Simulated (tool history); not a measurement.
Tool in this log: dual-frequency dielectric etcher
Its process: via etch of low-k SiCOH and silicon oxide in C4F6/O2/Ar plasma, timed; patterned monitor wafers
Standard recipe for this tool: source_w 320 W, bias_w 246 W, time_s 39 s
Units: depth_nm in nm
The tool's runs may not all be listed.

run	hour	source_w	bias_w	time_s	read-back reference wafer on the same gauge, depth_nm	depth_nm
1	0	320	246	39	85	96.2
2	80.4	380	276	39	85.1	104.4
3	174.5	380	276	39	85.1	102.7
4	238	380	276	39	84.9	102.8
5	344.4	320	246	39	85.1	93.3
# hour 361.1: gauge calibrated
6	411.2	320	246	39	85.3	94.6
7	448.2	370	246	39	85.2	97.6
8	536.1	320	246	39	85.2	91.4
# hour 588.2: wet clean of the chamber
9	609.6	320	246	39	84.9	98.3
10	677.1	260	246	39	84.9	92.6
11	728.3	340	246	39	85.2	97.2
# hour 807.7: upper electrode replaced
12	808.2	320	246	39	85.2	96.1
13	1107.7	320	246	39	84.9	93.9
14	1145.4	320	269	29	85.1	72.2
# hour 1219.8: wet clean of the chamber
15	1242.7	320	215	48.5	85.1	117.5
16	1351	320	246	39	85.3	97.2
17	1447.1	320	246	39	85.2	95.3
18	1496.2	320	246	39	85.1	96.2
19	1546.6	320	285	42.5	85	107.6
20	1636.9	320	264	44.5	85.1	109.2
21	1726.3	370	225	47.5	85.2	116.7
# hour 1754.7: bias power generator calibrated
22	1819.8	320	246	28	85.2	66.9
# hour 1824.7: source power generator calibrated
# hour 1898.8: wet clean of the chamber
23	1899.3	380	267	39	85.2	103.2
24	1979.5	380	246	39	85.2	100.8
25	2074.1	280	199	39	85.1	85.5
26	2122.5	290	229	39	85.1	90.7
27	2186.7	300	191	39	85.1	86.1
28	2289.9	320	211	39	85.3	89.9
29	2452.5	320	246	35	85.3	83.9
30	2536.4	360	212	30.5	85	71.3

3 options for the next run, each taken on its own from the tool as it stands now. Forecast them:
A	2536.8	320	246	39	?	?
B	2536.8	350	265	28	?	?
C	2536.8	390	210	34.5	?	?

run	read-back reference wafer on the same gauge, depth_nm	depth_nm
A	85.1	92.6
B	85.1	69.8
C	85.1	83.5
Without the tool's hidden state the same runs would have given:
run	depth_nm
A	98.7
B	74.3
C	89
